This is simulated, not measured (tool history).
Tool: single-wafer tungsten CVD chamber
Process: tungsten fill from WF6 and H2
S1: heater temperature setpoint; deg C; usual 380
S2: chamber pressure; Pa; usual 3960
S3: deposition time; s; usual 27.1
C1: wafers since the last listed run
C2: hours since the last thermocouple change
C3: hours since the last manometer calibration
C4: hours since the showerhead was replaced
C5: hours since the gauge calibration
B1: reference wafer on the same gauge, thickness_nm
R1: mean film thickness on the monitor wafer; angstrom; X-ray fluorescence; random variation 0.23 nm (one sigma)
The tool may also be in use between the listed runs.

run,hour,S1,S2,S3,C1,C2,C3,C4,C5,B1,R1
1,0.0,380,3960,27.1,0,795.8,828.4,4648.0,318.7,55.101,526.30
2,66.5,380,3960,29.2,1833,862.3,894.9,4714.5,385.2,55.141,562.78
3,136.9,380,3960,29.2,1941,932.7,965.3,4784.9,455.6,55.111,567.98
4,190.6,380,3960,29.2,1480,986.4,1019.0,4838.6,509.3,55.040,572.66
5,226.6,385,3960,27.1,992,1022.4,1055.0,4874.6,545.3,55.132,598.74
6,293.0,385,3960,27.1,1830,1088.8,1121.4,4941.0,611.7,55.161,597.23
7,334.9,380,3960,27.1,1155,1130.7,1163.3,4982.9,653.6,55.057,533.29
# hour 386.1: showerhead replaced
8,394.1,380,3960,27.1,1411,1189.9,1222.5,8.0,712.8,55.053,542.87
# hour 403.2: thermocouple changed; heater temperature recalibrated
9,419.0,380,3960,27.1,465,15.8,1247.4,32.9,737.7,55.035,514.89
10,483.0,380,3960,27.1,1764,79.8,1311.4,96.9,801.7,54.987,516.54
11,536.9,380,3960,27.1,1486,133.7,1365.3,150.8,855.6,55.060,515.98
12,565.0,380,3960,27.1,774,161.8,1393.4,178.9,883.7,55.093,517.88
13,593.2,380,3960,27.1,777,190.0,1421.6,207.1,911.9,55.181,518.37
14,662.0,380,3960,27.1,1896,258.8,1490.4,275.9,980.7,55.094,519.98
15,688.8,380,3960,27.1,738,285.6,1517.2,302.7,1007.5,55.154,521.70
16,733.4,380,3960,27.1,1229,330.2,1561.8,347.3,1052.1,55.061,521.72
17,760.7,389,3960,23.9,752,357.5,1589.1,374.6,1079.4,55.062,559.07
18,788.7,380,4493,22.2,771,385.5,1617.1,402.6,1107.4,55.133,465.85
19,860.6,368,3960,27.1,1982,457.4,1689.0,474.5,1179.3,55.065,391.86
20,886.6,373,4333,22.3,716,483.4,1715.0,500.5,1205.3,55.070,389.43
21,948.1,380,3960,27.1,1695,544.9,1776.5,562.0,1266.8,55.031,522.49
# hour 998.3: capacitance manometer re-zeroed and calibrated
22,1006.2,368,3960,31.7,1381,603.0,7.9,620.1,1324.9,55.132,460.65
23,1062.0,380,3960,27.1,1538,658.8,63.7,675.9,1380.7,55.092,523.13
# hour 1096.3: gauge calibrated
24,1098.7,366,3960,31.2,1011,695.5,100.4,712.6,2.4,55.121,434.52
25,1162.3,372,3960,27.1,1753,759.1,164.0,776.2,66.0,55.181,438.14
26,1214.8,385,4360,22.9,1447,811.6,216.5,828.7,118.5,55.100,536.24
27,1251.5,389,3293,27.1,1011,848.3,253.2,865.4,155.2,55.093,566.01
28,1279.1,389,3960,23.8,760,875.9,280.8,893.0,182.8,55.132,569.18
29,1310.0,375,3960,30.6,851,906.8,311.7,923.9,213.7,55.112,531.89
30,1336.4,380,3960,27.1,727,933.2,338.1,950.3,240.1,55.113,530.72
31,1365.1,370,3960,30.5,791,961.9,366.8,979.0,268.8,55.157,472.97

The next listed run, before its measurement:
32,1400.4,366,4906,24.2,973,997.2,402.1,1014.3,304.1,?,?

Run 32 gave B1 55.112, R1 394.49 angstrom.
Without the tool's hidden state the same run would have given R1 379.73 angstrom.
